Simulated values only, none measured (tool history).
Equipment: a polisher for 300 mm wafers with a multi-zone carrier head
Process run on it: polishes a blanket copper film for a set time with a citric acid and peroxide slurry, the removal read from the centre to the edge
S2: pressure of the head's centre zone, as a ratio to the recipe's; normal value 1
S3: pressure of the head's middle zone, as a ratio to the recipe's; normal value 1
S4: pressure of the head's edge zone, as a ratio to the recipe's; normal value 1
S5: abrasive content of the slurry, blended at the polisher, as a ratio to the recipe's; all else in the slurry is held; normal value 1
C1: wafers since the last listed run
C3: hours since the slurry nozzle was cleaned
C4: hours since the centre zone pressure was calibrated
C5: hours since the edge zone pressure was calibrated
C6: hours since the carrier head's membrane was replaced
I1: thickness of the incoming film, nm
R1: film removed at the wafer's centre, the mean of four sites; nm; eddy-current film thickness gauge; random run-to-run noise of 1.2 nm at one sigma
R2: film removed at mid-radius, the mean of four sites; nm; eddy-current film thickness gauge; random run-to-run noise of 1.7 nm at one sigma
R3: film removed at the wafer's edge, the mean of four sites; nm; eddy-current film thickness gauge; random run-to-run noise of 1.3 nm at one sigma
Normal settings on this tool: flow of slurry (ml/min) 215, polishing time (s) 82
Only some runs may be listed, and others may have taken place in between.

Run 1, day 0: usual settings; C1 0; wafers polished on this pad 545; C3 734.5; C4 621.3; C5 160.7; C6 1674.1; I1 852.4. Result: R1 180.4 nm, R2 169.6 nm, R3 169 nm.
Run 2, day 0.579: usual settings; C1 100; wafers polished on this pad 646; C3 748.4; C4 635.2; C5 174.6; C6 1688; I1 843.4. Result: R1 177.9 nm, R2 170.4 nm, R3 169.5 nm.
Run 3, day 0.929: usual settings; C1 60; wafers polished on this pad 706; C3 756.8; C4 643.6; C5 183; C6 1696.4; I1 856.9. Result: R1 179.4 nm, R2 169.8 nm, R3 168.6 nm.
At day 1.538: worn pad replaced by a new one.
Run 4, day 1.588: usual settings but flow of slurry (ml/min) 195, polishing time (s) 67; C1 85; wafers polished on this pad 8; C3 772.6; C4 659.4; C5 198.8; C6 1712.2; I1 863.5. Result: R1 155.4 nm, R2 145.7 nm, R3 147.5 nm.
Run 5, day 1.858: usual settings but polishing time (s) 94; C1 46; wafers polished on this pad 55; C3 779.1; C4 665.9; C5 205.3; C6 1718.7; I1 863.5. Result: R1 219 nm, R2 208.9 nm, R3 204.4 nm.
Run 6, day 2.288: usual settings but polishing time (s) 94; C1 74; wafers polished on this pad 129; C3 789.4; C4 676.2; C5 215.6; C6 1729; I1 854.5. Result: R1 217.5 nm, R2 207.8 nm, R3 202.1 nm.
Run 7, day 2.912: usual settings but polishing time (s) 94; C1 108; wafers polished on this pad 237; C3 804.4; C4 691.2; C5 230.6; C6 1744; I1 858.1. Result: R1 212.4 nm, R2 198.1 nm, R3 199.4 nm.
Run 8, day 3.225: usual settings; C1 54; wafers polished on this pad 292; C3 811.9; C4 698.7; C5 238.1; C6 1751.5; I1 852.1. Result: R1 186.5 nm, R2 175.4 nm, R3 173.9 nm.
Run 9, day 3.696: usual settings; C1 81; wafers polished on this pad 373; C3 823.2; C4 710; C5 249.4; C6 1762.8; I1 858.3. Result: R1 186.5 nm, R2 174.8 nm, R3 174 nm.
At day 4.662: centre zone pressure recalibrated.
At day 5.562: slurry nozzle cleaned.
Run 10, day 5.738: usual settings but S5 1.15, polishing time (s) 63; C1 332; wafers polished on this pad 705; C3 4.2; C4 25.8; C5 298.4; C6 1811.8; I1 866.4. Result: R1 133 nm, R2 138 nm, R3 133.5 nm.
At day 6.117: worn pad replaced by a new one.
Run 11, day 6.258: usual settings but polishing time (s) 105; C1 61; wafers polished on this pad 24; C3 16.7; C4 38.3; C5 310.9; C6 1824.3; I1 847.6. Result: R1 230.9 nm, R2 231.4 nm, R3 230 nm.
Run 12, day 6.992: usual settings; C1 127; wafers polished on this pad 151; C3 34.3; C4 55.9; C5 328.5; C6 1841.9; I1 849.9. Result: R1 175.2 nm, R2 174 nm, R3 174.4 nm.
At day 7.121: edge zone pressure recalibrated.
At day 7.279: carrier head's membrane replaced by a new one.
Run 13, day 7.567: usual settings but S4 1.1, S5 1.1; C1 57; wafers polished on this pad 209; C3 48.1; C4 69.7; C5 10.7; C6 6.9; I1 859.2. Result: R1 177.3 nm, R2 176.3 nm, R3 185.1 nm.
Run 14, day 8.012: usual settings but S2 0.95, S3 1.08, S4 1.12, polishing time (s) 60; C1 77; wafers polished on this pad 286; C3 58.8; C4 80.4; C5 21.4; C6 17.6; I1 856.8. Result: R1 120.1 nm, R2 138.5 nm, R3 132.7 nm.
Run 15, day 9.371: usual settings but S4 0.95; C1 235; wafers polished on this pad 522; C3 91.4; C4 113; C5 54; C6 50.2; I1 862.5. Result: R1 168.6 nm, R2 172.8 nm, R3 165 nm.
Run 16, day 10.104: usual settings but polishing time (s) 66; C1 127; wafers polished on this pad 649; C3 109; C4 130.6; C5 71.6; C6 67.8; I1 866. Result: R1 135.5 nm, R2 138.2 nm, R3 137 nm.

Each row is a separate what-if for the run after 16, all from the same tool condition, not one after another. Results?
Run A, day 10.125: usual settings; C1 3; wafers polished on this pad 652; C3 109.5; C4 131.1; C5 72.1; C6 68.3; I1 847.7. Result: R1 ?, R2 ?, R3 ?.
Run B, day 10.125: usual settings but S3 0.89, S4 1.11; C1 3; wafers polished on this pad 652; C3 109.5; C4 131.1; C5 72.1; C6 68.3; I1 847.7. Result: R1 ?, R2 ?, R3 ?.
Run C, day 10.125: usual settings but S5 1.25; C1 3; wafers polished on this pad 652; C3 109.5; C4 131.1; C5 72.1; C6 68.3; I1 847.7. Result: R1 ?, R2 ?, R3 ?.
Run D, day 10.125: usual settings but S2 1.07, S3 1.06, polishing time (s) 58; C1 3; wafers polished on this pad 652; C3 109.5; C4 131.1; C5 72.1; C6 68.3; I1 847.7. Result: R1 ?, R2 ?, R3 ?.

run     R1     R2     R3
  A  168.8  170.9  170.3
  B  168.7    155  179.6
  C  176.8  178.9  178.3
  D  127.9  126.9  120.4
What these runs would have given with no unlogged condition in the tool:
run     R1     R2     R3
  A  177.8    183  182.4
  B  177.6    166  192.3
  C  186.1  191.5  190.9
  D  134.7  135.9  128.9
